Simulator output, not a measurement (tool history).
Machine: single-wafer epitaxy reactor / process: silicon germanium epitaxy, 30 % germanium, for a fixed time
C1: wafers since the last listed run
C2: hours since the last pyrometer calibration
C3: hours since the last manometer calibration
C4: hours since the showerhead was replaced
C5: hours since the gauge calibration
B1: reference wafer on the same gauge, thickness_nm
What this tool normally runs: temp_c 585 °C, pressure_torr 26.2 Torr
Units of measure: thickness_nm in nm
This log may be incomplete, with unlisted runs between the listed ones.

{"run": 1, "hour": 0.0, "temp_c": 595, "pressure_torr": 26.2, "C1": 0, "C2": 1959.6, "C3": 2334.9, "C4": 3687.5, "C5": 133.1, "B1": 44.896, "thickness_nm": 57.034}
{"run": 2, "hour": 20.6, "temp_c": 597, "pressure_torr": 26.2, "C1": 425, "C2": 1980.2, "C3": 2355.5, "C4": 3708.1, "C5": 153.7, "B1": 44.881, "thickness_nm": 59.487}
{"run": 3, "hour": 89.5, "temp_c": 597, "pressure_torr": 26.2, "C1": 1422, "C2": 2049.1, "C3": 2424.4, "C4": 3777.0, "C5": 222.6, "B1": 44.94, "thickness_nm": 59.627}
{"run": 4, "hour": 117.5, "temp_c": 585, "pressure_torr": 31.0, "C1": 578, "C2": 2077.1, "C3": 2452.4, "C4": 3805.0, "C5": 250.6, "B1": 44.928, "thickness_nm": 49.832}
{"run": 5, "hour": 137.0, "temp_c": 585, "pressure_torr": 31.0, "C1": 402, "C2": 2096.6, "C3": 2471.9, "C4": 3824.5, "C5": 270.1, "B1": 44.849, "thickness_nm": 49.827}
{"run": 6, "hour": 178.7, "temp_c": 585, "pressure_torr": 31.0, "C1": 860, "C2": 2138.3, "C3": 2513.6, "C4": 3866.2, "C5": 311.8, "B1": 44.894, "thickness_nm": 49.893}
{"run": 7, "hour": 198.4, "temp_c": 585, "pressure_torr": 26.2, "C1": 406, "C2": 2158.0, "C3": 2533.3, "C4": 3885.9, "C5": 331.5, "B1": 44.924, "thickness_nm": 46.071}
{"run": 8, "hour": 211.0, "temp_c": 585, "pressure_torr": 26.2, "C1": 260, "C2": 2170.6, "C3": 2545.9, "C4": 3898.5, "C5": 344.1, "B1": 44.871, "thickness_nm": 45.868}
{"run": 9, "hour": 232.5, "temp_c": 585, "pressure_torr": 26.2, "C1": 443, "C2": 2192.1, "C3": 2567.4, "C4": 3920.0, "C5": 365.6, "B1": 44.909, "thickness_nm": 46.099}
{"hour": 247.2, "done": "capacitance manometer re-zeroed and calibrated"}
{"run": 10, "hour": 251.3, "temp_c": 585, "pressure_torr": 26.2, "C1": 222, "C2": 2210.9, "C3": 4.1, "C4": 3938.8, "C5": 384.4, "B1": 44.934, "thickness_nm": 45.731}
{"hour": 275.2, "done": "showerhead replaced"}
{"run": 11, "hour": 275.7, "temp_c": 585, "pressure_torr": 26.2, "C1": 338, "C2": 2235.3, "C3": 28.5, "C4": 0.5, "C5": 408.8, "B1": 44.881, "thickness_nm": 45.84}
{"run": 12, "hour": 285.8, "temp_c": 585, "pressure_torr": 26.2, "C1": 208, "C2": 2245.4, "C3": 38.6, "C4": 10.6, "C5": 418.9, "B1": 44.913, "thickness_nm": 46.04}

The next listed run, before its measurement:
{"run": 13, "hour": 305.6, "temp_c": 579, "pressure_torr": 26.2, "C1": 408, "C2": 2265.2, "C3": 58.4, "C4": 30.4, "C5": 438.7, "B1": "?", "thickness_nm": "?"}

For run 13 the tool returned B1 44.872, thickness_nm 40.193 nm.
Without the tool's hidden state the same run would have given thickness_nm 43.978 nm.

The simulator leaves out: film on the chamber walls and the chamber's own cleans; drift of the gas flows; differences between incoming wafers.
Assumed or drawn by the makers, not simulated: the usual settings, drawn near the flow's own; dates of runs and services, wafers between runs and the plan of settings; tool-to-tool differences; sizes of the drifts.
